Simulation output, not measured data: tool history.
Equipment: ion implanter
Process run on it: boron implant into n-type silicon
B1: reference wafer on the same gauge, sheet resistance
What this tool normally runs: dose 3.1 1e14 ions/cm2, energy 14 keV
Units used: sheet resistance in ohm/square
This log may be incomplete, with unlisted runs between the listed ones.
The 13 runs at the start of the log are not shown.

run 14 day=36.883 | dose=3.1 energy=14 | B1=295.01 | sheet_resistance=328.43
run 15 day=44.271 | dose=3.1 energy=14 | B1=295.27 | sheet_resistance=328.16
run 16 day=47.046 | dose=3.1 energy=14 | B1=295.09 | sheet_resistance=329.02
-- day=47.625 Faraday cup replaced and dose calibrated
-- day=47.862 extraction supply calibrated
run 17 day=48.679 | dose=3.49 energy=17 | B1=295.09 | sheet_resistance=282.58
run 18 day=50.529 | dose=3.86 energy=11.5 | B1=295.16 | sheet_resistance=271.01
run 19 day=53.192 | dose=3.41 energy=17.5 | B1=295.01 | sheet_resistance=288.92
run 20 day=54.996 | dose=3.67 energy=14 | B1=294.91 | sheet_resistance=279.17
run 21 day=57.983 | dose=4.01 energy=9.5 | B1=294.56 | sheet_resistance=268.85
run 22 day=60.421 | dose=4 energy=16.5 | B1=295.2 | sheet_resistance=255.47
run 23 day=62.817 | dose=3.86 energy=11.5 | B1=294.79 | sheet_resistance=273.04
run 24 day=63.854 | dose=2.42 energy=13 | B1=294.65 | sheet_resistance=396.25
run 25 day=65.808 | dose=2.63 energy=12 | B1=295.09 | sheet_resistance=378.25
run 26 day=68.333 | dose=3.1 energy=14 | B1=294.87 | sheet_resistance=323.18
run 27 day=70.267 | dose=2.6 energy=12 | B1=295.02 | sheet_resistance=378.7
run 28 day=71.754 | dose=3.93 energy=17 | B1=294.44 | sheet_resistance=259.97
run 29 day=72.783 | dose=3.86 energy=11 | B1=294.92 | sheet_resistance=275.83
run 30 day=74.579 | dose=3.1 energy=18.5 | B1=295 | sheet_resistance=310.6
run 31 day=77.012 | dose=3.1 energy=14 | B1=294.76 | sheet_resistance=318.18
run 32 day=78.329 | dose=3.1 energy=14 | B1=295.13 | sheet_resistance=320.94

Each row is a separate what-if for the run after 32, all from the same tool condition, not one after another. Results?
run A day=78.346 | dose=3.1 energy=9.5 | B1=? | sheet_resistance=?
run B day=78.346 | dose=2.42 energy=9.5 | B1=? | sheet_resistance=?
run C day=78.346 | dose=3.45 energy=16.5 | B1=? | sheet_resistance=?
run D day=78.346 | dose=4.03 energy=9.5 | B1=? | sheet_resistance=?
run E day=78.346 | dose=2.6 energy=14 | B1=? | sheet_resistance=?

run=A B1=295.12 sheet_resistance=338.91
run=B B1=295.12 sheet_resistance=416.71
run=C B1=295.12 sheet_resistance=290.31
run=D B1=295.12 sheet_resistance=271.68
run=E B1=295.12 sheet_resistance=373.2
Stripped of hidden state, with their random variation kept, the same runs would have yielded:
run=A sheet_resistance=336.01
run=B sheet_resistance=413.19
run=C sheet_resistance=287.92
run=D sheet_resistance=269.34
run=E sheet_resistance=370.06
